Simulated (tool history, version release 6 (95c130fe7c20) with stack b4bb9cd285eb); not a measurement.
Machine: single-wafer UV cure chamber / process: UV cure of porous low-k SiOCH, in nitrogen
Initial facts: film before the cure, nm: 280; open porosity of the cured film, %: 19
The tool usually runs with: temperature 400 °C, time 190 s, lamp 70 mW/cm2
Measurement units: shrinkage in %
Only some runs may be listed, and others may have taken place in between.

run,day,temperature,time,lamp,shrinkage
1,0,400,190,70,9.333
2,0.746,400,190,70,9.32
3,1.412,400,235,70,10.107
4,1.904,400,235,70,10.082
5,2.65,400,280,90,11.72
6,3.121,400,190,70,8.704
7,3.738,400,190,70,8.803
8,4.029,400,220,70,9.47
9,4.658,400,220,70,9.677
10,5.192,400,220,70,9.635
# day 5.754: quartz window cleaned
11,5.775,400,190,70,10.042
12,6.138,400,190,70,9.708
13,6.479,400,190,70,9.56
# day 6.838: UV bulbs replaced
14,6.992,400,190,70,9.548
15,7.55,400,190,70,9.219
16,7.954,400,190,70,9.484
17,8.288,400,190,70,8.996
18,8.55,400,115,70,6.851
19,8.854,391,190,70,8.97
20,9.562,391,190,70,8.956
21,9.904,383,190,70,8.705
22,10.229,400,160,52,7.165
23,10.65,400,75,96,6.325
24,11.254,411,230,40,7.543
25,11.608,415,190,70,9.246
# day 12.071: quartz window cleaned
26,12.25,415,140,40,6.279
27,12.971,400,140,52,6.985
28,13.425,400,190,70,9.176
29,14.133,388,250,93,11.581
30,14.792,413,220,70,9.904
31,15.204,400,190,70,9.033

Run 32 is up next; what results do you expect?
32,15.517,400,90,40,?

For run 32 the tool returned shrinkage 4.08 %.
With the hidden condition absent and the run-to-run variation left alone, this run would have shown shrinkage 4.719 %.
